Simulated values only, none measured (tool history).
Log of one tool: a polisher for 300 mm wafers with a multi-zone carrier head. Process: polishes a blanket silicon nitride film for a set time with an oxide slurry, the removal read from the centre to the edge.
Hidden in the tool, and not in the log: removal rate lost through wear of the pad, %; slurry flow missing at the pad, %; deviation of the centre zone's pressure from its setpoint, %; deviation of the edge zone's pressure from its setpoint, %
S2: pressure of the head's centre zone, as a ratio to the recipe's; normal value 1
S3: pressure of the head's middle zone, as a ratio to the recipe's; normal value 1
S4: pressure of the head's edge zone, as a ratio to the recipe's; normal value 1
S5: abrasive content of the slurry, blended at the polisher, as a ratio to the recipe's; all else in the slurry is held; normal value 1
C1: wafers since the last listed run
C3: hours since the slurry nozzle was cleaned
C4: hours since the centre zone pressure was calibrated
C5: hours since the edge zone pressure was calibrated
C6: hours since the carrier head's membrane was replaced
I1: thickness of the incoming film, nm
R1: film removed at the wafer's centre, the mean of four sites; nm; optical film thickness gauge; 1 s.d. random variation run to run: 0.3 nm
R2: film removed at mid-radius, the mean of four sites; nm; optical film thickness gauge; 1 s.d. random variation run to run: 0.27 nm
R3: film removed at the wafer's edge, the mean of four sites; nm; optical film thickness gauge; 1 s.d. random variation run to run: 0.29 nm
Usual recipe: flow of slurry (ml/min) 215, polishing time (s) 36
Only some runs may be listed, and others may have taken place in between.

run 1 hour=0 | flow_of_slurry_(ml/min)=215 S2=1 S3=1 S4=1 S5=1 polishing_time_(s)=36 | C1=0 wafers_polished_on_this_pad=15 C3=198.3 C4=691.9 C5=432.2 C6=69.9 | I1=500.5 | R1=19.7 R2=20.5 R3=20.4
run 2 hour=67.3 | flow_of_slurry_(ml/min)=215 S2=1 S3=1 S4=1 S5=1 polishing_time_(s)=36 | C1=868 wafers_polished_on_this_pad=884 C3=265.6 C4=759.2 C5=499.5 C6=137.2 | I1=507.6 | R1=20.2 R2=20.3 R3=20.4
-- hour=71.5 edge zone pressure recalibrated
run 3 hour=133.2 | flow_of_slurry_(ml/min)=215 S2=1 S3=1 S4=1 S5=1 polishing_time_(s)=36 | C1=824 wafers_polished_on_this_pad=1709 C3=331.5 C4=825.1 C5=61.7 C6=203.1 | I1=506.2 | R1=20.1 R2=20.1 R3=20.1
-- hour=256.3 worn pad replaced by a new one
run 4 hour=294.9 | flow_of_slurry_(ml/min)=215 S2=1.06 S3=1 S4=1 S5=1 polishing_time_(s)=36 | C1=2035 wafers_polished_on_this_pad=498 C3=493.2 C4=986.8 C5=223.4 C6=364.8 | I1=512.6 | R1=20.4 R2=20 R3=19.6
-- hour=377.2 carrier head's membrane replaced by a new one
run 5 hour=377.7 | flow_of_slurry_(ml/min)=215 S2=1.06 S3=1 S4=1 S5=1 polishing_time_(s)=36 | C1=1004 wafers_polished_on_this_pad=1502 C3=576 C4=1069.6 C5=306.2 C6=0.5 | I1=515 | R1=20.3 R2=19.7 R3=19.5
run 6 hour=461.3 | flow_of_slurry_(ml/min)=215 S2=1.06 S3=1 S4=1 S5=1 polishing_time_(s)=36 | C1=1079 wafers_polished_on_this_pad=2581 C3=659.6 C4=1153.2 C5=389.8 C6=84.1 | I1=511.1 | R1=19.8 R2=19.6 R3=19.2
-- hour=492.5 worn pad replaced by a new one
run 7 hour=533 | flow_of_slurry_(ml/min)=215 S2=1.08 S3=1 S4=1 S5=1 polishing_time_(s)=36 | C1=873 wafers_polished_on_this_pad=522 C3=731.3 C4=1224.9 C5=461.5 C6=155.8 | I1=508.6 | R1=19.2 R2=18.5 R3=18.9
-- hour=586.2 centre zone pressure recalibrated
run 8 hour=592 | flow_of_slurry_(ml/min)=215 S2=1.08 S3=1 S4=1 S5=1 polishing_time_(s)=36 | C1=735 wafers_polished_on_this_pad=1258 C3=790.3 C4=5.8 C5=520.5 C6=214.8 | I1=520.3 | R1=19.5 R2=19.3 R3=18.8
-- hour=614.1 edge zone pressure recalibrated
-- hour=616.6 slurry nozzle cleaned
run 9 hour=681.5 | flow_of_slurry_(ml/min)=215 S2=1.06 S3=1.07 S4=1 S5=1 polishing_time_(s)=36 | C1=1116 wafers_polished_on_this_pad=2375 C3=64.9 C4=95.3 C5=67.4 C6=304.3 | I1=515.5 | R1=21.4 R2=21.7 R3=21
run 10 hour=735.9 | flow_of_slurry_(ml/min)=145 S2=1 S3=1.09 S4=1 S5=1 polishing_time_(s)=27 | C1=702 wafers_polished_on_this_pad=3077 C3=119.3 C4=149.7 C5=121.8 C6=358.7 | I1=509.9 | R1=14 R2=15.1 R3=14.7
-- hour=771.6 worn pad replaced by a new one
run 11 hour=791.1 | flow_of_slurry_(ml/min)=160 S2=0.95 S3=1 S4=1 S5=0.8 polishing_time_(s)=36 | C1=660 wafers_polished_on_this_pad=252 C3=174.5 C4=204.9 C5=177 C6=413.9 | I1=514 | R1=16.2 R2=18.1 R3=18.2
run 12 hour=878.9 | flow_of_slurry_(ml/min)=215 S2=0.9 S3=0.97 S4=1 S5=1.15 polishing_time_(s)=36 | C1=1133 wafers_polished_on_this_pad=1385 C3=262.3 C4=292.7 C5=264.8 C6=501.7 | I1=516.1 | R1=18.9 R2=21.4 R3=21.7
-- hour=927.6 carrier head's membrane replaced by a new one
run 13 hour=982.3 | flow_of_slurry_(ml/min)=215 S2=0.88 S3=1 S4=1 S5=0.8 polishing_time_(s)=36 | C1=1270 wafers_polished_on_this_pad=2655 C3=365.7 C4=396.1 C5=368.2 C6=54.7 | I1=518.1 | R1=15.8 R2=18.4 R3=18.3
-- hour=992.5 worn pad replaced by a new one
-- hour=1027.2 edge zone pressure recalibrated
run 14 hour=1027.5 | flow_of_slurry_(ml/min)=155 S2=1 S3=1 S4=0.92 S5=1 polishing_time_(s)=36 | C1=506 wafers_polished_on_this_pad=425 C3=410.9 C4=441.3 C5=0.3 C6=99.9 | I1=516.3 | R1=18 R2=18.4 R3=18.6
run 15 hour=1101.8 | flow_of_slurry_(ml/min)=215 S2=1 S3=1 S4=1 S5=0.85 polishing_time_(s)=36 | C1=959 wafers_polished_on_this_pad=1384 C3=485.2 C4=515.6 C5=74.6 C6=174.2 | I1=506.8 | R1=18.5 R2=18.7 R3=18.6
run 16 hour=1202.1 | flow_of_slurry_(ml/min)=215 S2=1 S3=1 S4=1 S5=1 polishing_time_(s)=36 | C1=1294 wafers_polished_on_this_pad=2679 C3=585.5 C4=615.9 C5=174.9 C6=274.5 | I1=516.4 | R1=19.1 R2=19.8 R3=19.9

What will run 17 give?
-- hour=1257.6 worn pad replaced by a new one
run 17 hour=1258.1 | flow_of_slurry_(ml/min)=255 S2=0.95 S3=0.93 S4=1 S5=1 polishing_time_(s)=46 | C1=671 wafers_polished_on_this_pad=6 C3=641.5 C4=671.9 C5=230.9 C6=330.5 | I1=514.3 | R1=? R2=? R3=?

R1: 23.8 nm
R2: 25.1 nm
R3: 26.2 nm
Minus the tool's unlogged condition, the same run would have read R1 25.6 nm, R2 26.8 nm, R3 27.5 nm.
